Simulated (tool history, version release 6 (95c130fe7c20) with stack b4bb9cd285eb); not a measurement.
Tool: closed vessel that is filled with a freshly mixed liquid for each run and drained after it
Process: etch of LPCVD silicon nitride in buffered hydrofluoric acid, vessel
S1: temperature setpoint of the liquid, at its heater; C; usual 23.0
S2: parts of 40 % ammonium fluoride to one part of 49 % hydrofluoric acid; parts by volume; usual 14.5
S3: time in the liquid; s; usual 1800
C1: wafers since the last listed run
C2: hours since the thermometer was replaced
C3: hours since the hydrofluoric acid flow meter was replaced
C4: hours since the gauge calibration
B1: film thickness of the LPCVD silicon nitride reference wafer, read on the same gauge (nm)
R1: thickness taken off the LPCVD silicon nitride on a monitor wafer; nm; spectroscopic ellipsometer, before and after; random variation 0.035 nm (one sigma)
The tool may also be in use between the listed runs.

run    day    S1    S2    S3   C1      C2      C3     C4     B1     R1
  1  0.000  23.0  14.5  1800    0  2601.7  2071.7   63.9  70.00  20.09
  2  0.317  23.0  14.5  1800  273  2609.3  2079.3   71.5  69.98  20.13
  3  0.771  23.0  14.5  1800  392  2620.2  2090.2   82.4  69.99  20.11
  4  1.200  23.0  14.5  1800  371  2630.5  2100.5   92.7  70.01  20.19
  5  1.879  20.0  14.5  1800  587  2646.8  2116.8  109.0  70.01  17.17
  6  2.275  20.0  14.5  1800  342  2656.3  2126.3  118.5  70.02  17.19
     2.383  -- hydrofluoric acid flow meter replaced
  7  2.788  22.0  14.5  1800  407  2668.6     9.7  130.8  69.99  19.10
     2.979  -- thermometer replaced
  8  3.054  27.0  10.0  1265  194     1.8    16.1  137.2  70.04  22.19
  9  3.604  23.0  14.5  1800  475    15.0    29.3  150.4  69.99  17.64
 10  4.179  27.0  19.0  1800  497    28.8    43.1  164.2  70.02  16.84
     4.225  -- gauge calibrated
 11  4.562  23.0  20.5  1800  331    38.0    52.3    8.1  70.01  12.68
 12  4.971  23.0  10.0  2165  353    47.8    62.1   17.9  70.02  30.52
 13  5.242  21.5  14.5  2490  234    54.3    68.6   24.4  69.97  22.49
 14  5.879  23.0  14.5  1800  551    69.6    83.9   39.7  70.00  17.68

Forecast each of these 4 alternatives for the next run:
  A  5.925  23.0  14.5  1800  39  70.7  85.0  40.8   ?   ?
  B  5.925  23.0  18.5  1800  39  70.7  85.0  40.8   ?   ?
  C  5.925  20.5  17.0  1800  39  70.7  85.0  40.8   ?   ?
  D  5.925  26.5  20.5   875  39  70.7  85.0  40.8   ?   ?

run     B1     R1
  A  70.00  17.65
  B  70.00  13.89
  C  70.00  13.14
  D  70.00   7.44
Without the tool's hidden state the same runs would have given:
run     R1
  A  17.47
  B  13.74
  C  13.00
  D   7.36
